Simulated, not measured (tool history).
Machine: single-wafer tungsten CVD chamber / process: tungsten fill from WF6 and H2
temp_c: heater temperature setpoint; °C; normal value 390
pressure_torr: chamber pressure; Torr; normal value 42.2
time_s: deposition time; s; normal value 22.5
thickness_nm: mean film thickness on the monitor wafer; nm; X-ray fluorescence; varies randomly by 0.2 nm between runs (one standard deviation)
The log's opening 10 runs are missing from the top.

run      day  temp_c  pressure_torr  time_s  wafers since the last listed run  hours since the last thermocouple change  hours since the last manometer calibration  hours since the showerhead was replaced  hours since the gauge calibration  read-back reference wafer on the same gauge, thickness_nm  thickness_nm
 11   38.425     405           42.2    24.7                              1922                                    1518.0                                       830.6                                    634.2                              262.8                                                     59.212        88.061
 12   41.196     390           42.2    22.5                              2006                                    1584.5                                       897.1                                    700.7                              329.3                                                     59.222        62.805
 13   43.704     390           42.2    22.5                              1816                                    1644.7                                       957.3                                    760.9                              389.5                                                     59.213        62.922
 14   51.758     390           42.2    18.6                              5833                                    1838.0                                      1150.6                                    954.2                              582.8                                                     59.198        51.868
      52.950  -- capacitance manometer re-zeroed and calibrated
 15   54.500     379           33.5    18.0                              1744                                    1903.8                                        37.2                                   1020.0                              648.6                                                     59.221        37.618
 16   56.279     395           49.8    22.5                              1288                                    1946.5                                        79.9                                   1062.7                              691.3                                                     59.177        73.050
 17   59.271     379           42.2    22.5                              2166                                    2018.3                                       151.7                                   1134.5                              763.1                                                     59.256        51.858
      61.200  -- thermocouple changed; heater temperature recalibrated
 18   61.975     390           42.2    22.5                              1717                                      18.6                                       216.6                                   1199.4                              828.0                                                     59.198        62.503
 19   65.029     390           51.5    21.1                              2212                                      91.9                                       289.9                                   1272.7                              901.3                                                     59.284        64.404
 20   69.167     390           42.2    22.5                              2996                                     191.2                                       389.2                                   1372.0                             1000.6                                                     59.188        62.609
 21   70.875     386           37.6    24.7                              1237                                     232.2                                       430.2                                   1413.0                             1041.6                                                     59.190        61.257
 22   74.446     390           31.9    18.6                              2586                                     317.9                                       515.9                                   1498.7                             1127.3                                                     59.144        46.000
 23   84.229     390           42.2    22.5                              7086                                     552.7                                       750.7                                   1733.5                             1362.1                                                     59.239        62.828
 24   88.200     390           42.2    22.5                              2876                                     648.0                                       846.0                                   1828.8                             1457.4                                                     59.166        62.704
 25   92.067     390           42.2    22.5                              2800                                     740.8                                       938.8                                   1921.6                             1550.2                                                     59.200        62.812
 26   94.633     379           32.9    22.5                              1859                                     802.4                                      1000.4                                   1983.2                             1611.8                                                     59.203        46.597
 27   97.475     404           42.2    20.4                              2058                                     870.6                                      1068.6                                   2051.4                             1680.0                                                     59.137        71.709
 28  100.912     390           33.9    19.5                              2489                                     953.1                                      1151.1                                   2133.9                             1762.5                                                     59.270        49.563
 29  102.800     390           36.9    24.5                              1367                                     998.4                                      1196.4                                   2179.2                             1807.8                                                     59.157        64.828
 30  106.942     390           42.2    26.3                              2999                                    1097.8                                      1295.8                                   2278.6                             1907.2                                                     59.210        73.921
 31  111.158     384           42.2    22.5                              3054                                    1199.0                                      1397.0                                   2379.8                             2008.4                                                     59.246        56.445
     112.775  -- capacitance manometer re-zeroed and calibrated
 32  123.054     382           31.9    18.5                              8374                                    1484.5                                       246.7                                   2665.3                             2293.9                                                     59.184        39.904
 33  126.279     376           42.2    20.6                              2335                                    1561.9                                       324.1                                   2742.7                             2371.3                                                     59.189        44.958

Alternative continuations, all from the tool just after run 33; predict every row:
  A  126.296     390           42.2    25.3                                12                                    1562.3                                       324.5                                   2743.1                             2371.7                                                          ?             ?
  B  126.296     400           47.9    18.4                                12                                    1562.3                                       324.5                                   2743.1                             2371.7                                                          ?             ?
  C  126.296     376           33.9    22.5                                12                                    1562.3                                       324.5                                   2743.1                             2371.7                                                          ?             ?
  D  126.296     390           47.7    18.5                                12                                    1562.3                                       324.5                                   2743.1                             2371.7                                                          ?             ?
  E  126.296     390           42.2    20.5                                12                                    1562.3                                       324.5                                   2743.1                             2371.7                                                          ?             ?

run  read-back reference wafer on the same gauge, thickness_nm  thickness_nm
  A                                                     59.162        70.803
  B                                                     59.162        64.081
  C                                                     59.162        44.779
  D                                                     59.162        54.486
  E                                                     59.162        57.318
Stripped of hidden state, with their random variation kept, the same runs would have yielded:
run  thickness_nm
  A        70.803
  B        64.081
  C        44.779
  D        54.486
  E        57.318

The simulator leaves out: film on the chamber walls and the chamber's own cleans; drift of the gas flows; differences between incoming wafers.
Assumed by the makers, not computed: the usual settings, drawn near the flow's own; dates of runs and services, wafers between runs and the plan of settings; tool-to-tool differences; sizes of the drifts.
